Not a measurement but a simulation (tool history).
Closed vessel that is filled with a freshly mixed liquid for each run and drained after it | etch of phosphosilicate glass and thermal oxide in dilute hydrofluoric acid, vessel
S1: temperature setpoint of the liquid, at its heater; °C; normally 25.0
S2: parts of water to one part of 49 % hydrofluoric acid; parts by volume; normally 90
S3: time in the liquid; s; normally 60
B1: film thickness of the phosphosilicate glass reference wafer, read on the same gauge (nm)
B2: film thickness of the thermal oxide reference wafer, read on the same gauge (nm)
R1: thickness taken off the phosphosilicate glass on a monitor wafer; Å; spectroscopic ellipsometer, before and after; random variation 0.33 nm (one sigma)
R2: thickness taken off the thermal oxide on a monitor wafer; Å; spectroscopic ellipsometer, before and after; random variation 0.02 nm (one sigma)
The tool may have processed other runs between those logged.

run,hour,S1,S2,S3,B1,B2,R1,R2
1,0.0,25.0,90,60,40.00,89.998,420.3,32.12
2,71.9,25.0,90,60,39.97,90.001,428.5,32.33
3,175.6,25.0,90,60,39.98,90.011,420.3,32.17
4,257.2,25.0,55,60,40.02,89.989,723.4,54.80
5,362.4,25.0,55,60,39.98,89.994,727.5,55.49
6,455.4,25.0,90,60,40.00,90.017,419.9,32.34
7,544.6,23.5,90,80,40.02,89.998,527.2,40.64
8,649.7,23.5,90,80,40.00,90.012,535.4,41.28
9,748.8,23.5,90,80,39.99,89.983,531.6,40.39
10,793.8,28.0,90,60,40.04,90.008,481.6,36.52
11,846.8,25.0,90,60,40.00,89.974,426.7,32.64
12,929.1,21.0,125,35,40.00,89.989,146.9,11.11
13,990.8,27.5,50,30,40.00,90.014,445.6,33.77
14,1039.5,23.5,50,60,39.99,89.997,749.0,57.41
15,1083.4,25.0,55,60,40.01,90.022,717.8,55.58
16,1168.2,30.0,90,75,40.01,90.010,640.2,49.04
17,1227.1,27.5,90,70,40.01,89.992,550.3,41.81
18,1278.9,28.0,65,60,40.01,90.011,689.2,51.57
19,1379.8,23.5,50,30,40.00,90.010,376.8,29.05
20,1418.4,25.0,90,60,40.00,89.965,420.9,32.20
21,1506.6,23.5,90,40,40.02,89.965,262.9,20.33

Not shown: 3 entries that the log had between the listed runs. Between which runs, and how does the tool's hidden state differ before and after?
Between runs 6 and 7: gauge calibrated (hour 484.9)
  nothing in the hidden state changes from one run to the other
Between runs 13 and 14: hydrofluoric acid flow meter replaced (hour 997.4)
  nothing in the hidden state changes from one run to the other
Between runs 15 and 16: thermometer replaced (hour 1147.0)
  nothing in the hidden state changes from one run to the other

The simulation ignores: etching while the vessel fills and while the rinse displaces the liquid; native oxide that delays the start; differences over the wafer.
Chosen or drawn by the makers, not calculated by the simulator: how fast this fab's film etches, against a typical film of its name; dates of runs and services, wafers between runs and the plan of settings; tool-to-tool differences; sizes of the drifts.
